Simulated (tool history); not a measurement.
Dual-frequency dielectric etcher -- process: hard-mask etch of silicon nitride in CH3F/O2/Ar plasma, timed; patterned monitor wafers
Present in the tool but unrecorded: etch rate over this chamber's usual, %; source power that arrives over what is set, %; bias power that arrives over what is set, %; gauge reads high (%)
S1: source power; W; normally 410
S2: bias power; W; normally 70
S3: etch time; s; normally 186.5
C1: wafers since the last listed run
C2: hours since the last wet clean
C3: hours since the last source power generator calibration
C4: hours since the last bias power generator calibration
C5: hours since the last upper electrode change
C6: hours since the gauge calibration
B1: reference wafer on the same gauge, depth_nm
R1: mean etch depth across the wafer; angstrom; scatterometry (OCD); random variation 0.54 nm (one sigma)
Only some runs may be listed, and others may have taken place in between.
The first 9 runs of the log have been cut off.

run    hour   S1  S2     S3   C1     C2      C3      C4      C5      C6     B1    R1
 10   400.8  440  70  186.5  456  127.3  3051.4   152.4  3036.4   296.9    104  1321
 11   470.9  410  70    238  495  197.4  3121.5   222.5  3106.5     367    104  1640
 12   515.4  410  70  173.5  314  241.9    3166     267    3151   411.5    104  1196
 13     544  410  79  186.5  202  270.5  3194.6   295.6  3179.6   440.1  103.9  1322
      554.1  -- source power generator calibrated
 14     658  380  53  169.5  778  384.5   103.9   409.6  3293.6   554.1  103.9  1075
 15   691.9  410  80  186.5  239  418.4   137.8   443.5  3327.5     588    104  1335
      786.5  -- wet clean of the chamber
 16     787  490  85    207  503    0.5   232.9   538.6  3422.6   683.1    104  1576
 17   828.1  410  86  186.5  290   41.6     274   579.7  3463.7   724.2    104  1363
 18   870.8  330  85    155  302   84.3   316.7   622.4  3506.4   766.9    104  1068
 19   907.1  410  77  186.5  256  120.6     353   658.7  3542.7   803.2  104.1  1328
 20   931.3  310  70    139  171  144.8   377.2   682.9  3566.9   827.4  104.1   903
     1045.1  -- upper electrode replaced
 21  1045.6  410  70  173.5  638  259.1   491.5   797.2     0.5   941.7    104  1200
 22  1090.8  410  76  186.5  319  304.3   536.7   842.4    45.7   986.9    104  1325
 23  1157.6  350  62    167  472  371.1   603.5   909.2   112.5  1053.7  104.1  1069
 24  1195.7  370  58  186.5  269  409.2   641.6   947.3   150.6  1091.8    104  1197
 25  1232.2  470  79  218.5  258  445.7   678.1   983.8   187.1  1128.3    104  1628
     1298.2  -- wet clean of the chamber
 26  1298.7  410  70    238  300    0.5   744.6  1050.3   253.6  1194.8  103.9  1648
     1324.9  -- gauge calibrated
 27  1352.4  410  70  217.5  379   54.2   798.3    1104   307.3    27.5  103.9  1507
 28  1392.2  500  70    140  281     94   838.1  1143.8   347.1    67.3  104.1  1024
 29  1440.3  410  70  186.5  340  142.1   886.2  1191.9   395.2   115.4    104  1277
 30    1497  410  70  186.5  401  198.8   942.9  1248.6   451.9   172.1    104  1283
 31  1546.4  360  64  186.5  349  248.2   992.3    1298   501.3   221.5    104  1224

Branching from run 31: 3 alternative next runs. What would each branch give?
  A  1546.9  410  70  165.5   3  248.7  992.8  1298.5  501.8  222   ?   ?
  B  1546.9  500  86  215.5   3  248.7  992.8  1298.5  501.8  222   ?   ?
  C  1546.9  410  56    203   3  248.7  992.8  1298.5  501.8  222   ?   ?

run     B1    R1
  A  104.1  1144
  B  104.1  1657
  C  104.1  1332
With no hidden state in the tool, these same runs would have given:
run    R1
  A  1144
  B  1657
  C  1332

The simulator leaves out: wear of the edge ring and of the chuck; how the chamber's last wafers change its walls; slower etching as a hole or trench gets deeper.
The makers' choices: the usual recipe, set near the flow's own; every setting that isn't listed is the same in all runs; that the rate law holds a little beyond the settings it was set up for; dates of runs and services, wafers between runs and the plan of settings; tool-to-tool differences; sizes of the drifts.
